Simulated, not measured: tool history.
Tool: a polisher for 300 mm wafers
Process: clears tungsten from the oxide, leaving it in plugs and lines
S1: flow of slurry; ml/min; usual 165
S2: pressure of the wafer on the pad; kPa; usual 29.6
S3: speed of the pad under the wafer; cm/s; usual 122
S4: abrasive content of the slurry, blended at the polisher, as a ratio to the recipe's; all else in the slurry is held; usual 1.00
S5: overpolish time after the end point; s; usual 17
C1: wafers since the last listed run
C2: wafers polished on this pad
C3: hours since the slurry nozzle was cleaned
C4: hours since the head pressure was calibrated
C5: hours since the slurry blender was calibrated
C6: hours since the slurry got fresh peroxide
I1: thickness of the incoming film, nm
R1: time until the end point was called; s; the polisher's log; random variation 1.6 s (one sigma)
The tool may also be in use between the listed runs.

run,hour,S1,S2,S3,S4,S5,C1,C2,C3,C4,C5,C6,I1,R1
1,0.0,165,29.6,122,1.00,17,0,1241,535.0,20.4,71.3,257.2,551.9,93.5
# hour 22.6: slurry nozzle cleaned
2,55.5,165,29.6,122,1.00,17,574,1815,32.9,75.9,126.8,312.7,565.5,96.5
3,85.2,165,29.6,122,1.00,17,312,2128,62.6,105.6,156.5,342.4,558.4,93.5
4,146.1,165,35.2,122,1.00,21,641,2770,123.5,166.5,217.4,403.3,554.1,81.7
5,181.3,165,35.2,122,1.00,21,370,3141,158.7,201.7,252.6,438.5,561.5,79.9
# hour 217.8: slurry tank refilled with fresh slurry and peroxide
6,240.9,165,35.2,122,1.00,21,617,3758,218.3,261.3,312.2,23.1,561.6,80.5
# hour 400.8: worn pad replaced by a new one
7,406.9,165,29.6,122,1.00,17,1707,64,384.3,427.3,478.2,189.1,553.3,94.1
# hour 427.8: slurry blender recalibrated
8,473.8,165,29.6,122,1.00,17,683,748,451.2,494.2,46.0,256.0,553.3,94.2
9,525.3,215,39.3,148,1.00,17,542,1291,502.7,545.7,97.5,307.5,558.5,56.0
10,568.1,165,29.6,122,1.00,17,451,1742,545.5,588.5,140.3,350.3,554.5,95.2
# hour 585.2: head pressure recalibrated
# hour 601.4: slurry nozzle cleaned
11,621.3,165,29.6,140,1.00,17,529,2271,19.9,36.1,193.5,403.5,560.6,83.2
# hour 685.7: slurry tank refilled with fresh slurry and peroxide
12,813.9,165,29.6,148,1.00,17,2019,4290,212.5,228.7,386.1,128.2,560.8,78.4
13,844.7,165,25.5,84,1.00,17,324,4614,243.3,259.5,416.9,159.0,557.5,161.8
# hour 865.0: slurry blender recalibrated
# hour 883.7: worn pad replaced by a new one
14,1039.5,180,29.6,122,0.85,21,1989,1641,438.1,454.3,174.5,353.8,548.5,94.9
15,1090.0,185,25.5,142,0.80,17,532,2173,488.6,504.8,225.0,404.3,555.1,94.8
# hour 1104.2: slurry nozzle cleaned
# hour 1111.7: slurry tank refilled with fresh slurry and peroxide
16,1153.4,225,22.1,122,1.00,17,647,2820,49.2,568.2,288.4,41.7,566.1,126.3
# hour 1166.3: head pressure recalibrated
17,1214.1,165,29.6,122,1.00,17,618,3439,109.9,47.8,349.1,102.4,554.0,94.1
18,1260.4,225,29.6,144,1.00,7,487,3927,156.2,94.1,395.4,148.7,556.9,76.0
# hour 1332.5: worn pad replaced by a new one
19,1339.1,120,24.8,122,0.75,9,787,69,234.9,172.8,474.1,227.4,552.9,122.7
# hour 1384.6: slurry blender recalibrated
20,1399.9,180,29.6,122,1.00,17,619,689,295.7,233.6,15.3,288.2,551.3,93.1
21,1469.9,145,29.6,122,1.20,17,737,1427,365.7,303.6,85.3,358.2,554.6,92.9
22,1502.2,140,29.6,122,1.00,25,340,1767,398.0,335.9,117.6,390.5,552.6,94.9
23,1542.1,215,29.6,122,1.00,12,420,2187,437.9,375.8,157.5,430.4,556.3,87.9
# hour 1592.1: slurry nozzle cleaned
24,1595.4,185,22.8,122,1.00,17,551,2739,3.3,429.1,210.8,483.7,567.5,124.6
25,1628.6,165,23.4,122,1.00,17,349,3088,36.5,462.3,244.0,516.9,556.8,121.5
# hour 1634.0: slurry tank refilled with fresh slurry and peroxide
26,1682.8,115,29.6,158,1.25,13,560,3649,90.7,516.5,298.2,48.8,559.5,75.0
# hour 1743.2: worn pad replaced by a new one
27,1747.3,165,29.6,122,1.00,17,637,43,155.2,581.0,362.7,113.3,562.5,96.6

Forecast each of these 3 alternatives for the next run:
A,1747.8,165,29.6,122,1.00,17,5,48,155.7,581.5,363.2,113.8,570.6,?
B,1747.8,130,21.4,122,0.90,22,5,48,155.7,581.5,363.2,113.8,570.6,?
C,1747.8,190,29.6,122,0.90,17,5,48,155.7,581.5,363.2,113.8,570.6,?

run,R1
A,97.4
B,143.8
C,97.3
Without the tool's hidden state the same runs would have given:
run,R1
A,97.4
B,143.8
C,97.3

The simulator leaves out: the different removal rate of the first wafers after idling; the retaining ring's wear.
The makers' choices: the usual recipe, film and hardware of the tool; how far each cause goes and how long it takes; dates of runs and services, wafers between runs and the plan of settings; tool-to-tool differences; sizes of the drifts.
